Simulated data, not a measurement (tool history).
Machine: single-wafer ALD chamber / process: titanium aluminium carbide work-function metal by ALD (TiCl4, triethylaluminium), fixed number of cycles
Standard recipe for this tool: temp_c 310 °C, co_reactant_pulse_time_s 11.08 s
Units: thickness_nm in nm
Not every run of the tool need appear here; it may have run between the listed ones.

run     day  temp_c  co_reactant_pulse_time_s  wafers since the last listed run  hours since the last thermocouple change  hours since the last triethylaluminium bottle change  hours since the showerhead was replaced  hours since the gauge calibration  read-back reference wafer on the same gauge, thickness_nm  thickness_nm
  1       0     310                     11.08                                 0                                     338.2                                                 997.4                                   5519.3                               80.3                                                      1.979         1.947
  2   1.521     310                       9.5                               423                                     374.7                                                1033.9                                   5555.8                              116.8                                                      1.983         1.879
      2.375  -- triethylaluminium bottle replaced
  3   4.662     310                       9.5                               782                                     450.1                                                  54.9                                   5631.2                              192.2                                                      1.982         1.888
  4    7.55     310                       9.5                               804                                     519.4                                                 124.2                                   5700.5                              261.5                                                      1.977         1.886
  5  10.183     300                     11.08                               733                                     582.6                                                 187.4                                   5763.7                              324.7                                                      1.979         1.862
  6  12.425     300                     11.08                               624                                     636.4                                                 241.2                                   5817.5                              378.5                                                      1.977         1.873
  7  15.888     310                     11.08                               964                                     719.5                                                 324.3                                   5900.6                              461.6                                                      1.982         1.923
  8  18.417     310                     11.08                               704                                     780.2                                                   385                                   5961.3                              522.3                                                      1.982         1.933
  9  20.458     310                     11.08                               568                                     829.2                                                   434                                   6010.3                              571.3                                                      1.977         1.928
 10  24.379     310                     11.08                              1091                                     923.3                                                 528.1                                   6104.4                              665.4                                                      1.981         1.931
 11  27.362     310                     11.08                               830                                     994.9                                                 599.7                                     6176                                737                                                      1.984         1.919
 12    29.2     310                     11.08                               511                                      1039                                                 643.8                                   6220.1                              781.1                                                      1.983         1.925
     29.958  -- thermocouple changed; heater temperature recalibrated
     31.275  -- showerhead replaced
 13  32.175     300                     12.39                               642                                      53.2                                                 715.2                                     21.6                              852.5                                                       1.98         1.857
     34.321  -- gauge calibrated
 14  44.642     310                     11.08                              3471                                     352.4                                                1014.4                                    320.8                              247.7                                                      1.979         1.935
 15  46.312     322                      6.96                               465                                     392.5                                                1054.5                                    360.9                              287.8                                                       1.98         1.815
 16  47.958     310                     11.08                               458                                       432                                                  1094                                    400.4                              327.3                                                       1.98          1.92
 17  51.129     302                     13.57                               883                                     508.1                                                1170.1                                    476.5                              403.4                                                      1.984          1.87
     53.867  -- triethylaluminium bottle replaced
 18  53.888     302                     13.57                               675                                     574.3                                                   0.5                                    542.7                              469.6                                                      1.979         1.875
 19  58.246     299                     12.41                              1213                                     678.9                                                 105.1                                    647.3                              574.2                                                      1.977         1.873
 20  59.988     310                      13.2                               485                                     720.7                                                 146.9                                    689.1                                616                                                      1.983          1.95
 21  63.108     324                      8.91                               869                                     795.6                                                 221.8                                      764                              690.9                                                      1.985         1.972
 22  65.283     298                     11.08                               605                                     847.8                                                   274                                    816.2                              743.1                                                      1.979         1.819
 23  68.017     305                      7.99                               761                                     913.4                                                 339.6                                    881.8                              808.7                                                       1.98          1.79

Forecast each of these 5 alternatives for the next run:
  A  68.033     320                     11.08                                 4                                     913.8                                                   340                                    882.2                              809.1                                                          ?             ?
  B  68.033     310                     14.17                                 4                                     913.8                                                   340                                    882.2                              809.1                                                          ?             ?
  C  68.033     319                      8.83                                 4                                     913.8                                                   340                                    882.2                              809.1                                                          ?             ?
  D  68.033     323                     12.85                                 4                                     913.8                                                   340                                    882.2                              809.1                                                          ?             ?
  E  68.033     310                     14.35                                 4                                     913.8                                                   340                                    882.2                              809.1                                                          ?             ?

run  read-back reference wafer on the same gauge, thickness_nm  thickness_nm
  A                                                      1.985         2.011
  B                                                      1.985         1.964
  C                                                      1.985         1.933
  D                                                      1.985         2.059
  E                                                      1.985         1.964
Without the tool's unlogged condition, the same runs would have read:
run  thickness_nm
  A         2.011
  B         1.964
  C         1.933
  D         2.059
  E         1.964

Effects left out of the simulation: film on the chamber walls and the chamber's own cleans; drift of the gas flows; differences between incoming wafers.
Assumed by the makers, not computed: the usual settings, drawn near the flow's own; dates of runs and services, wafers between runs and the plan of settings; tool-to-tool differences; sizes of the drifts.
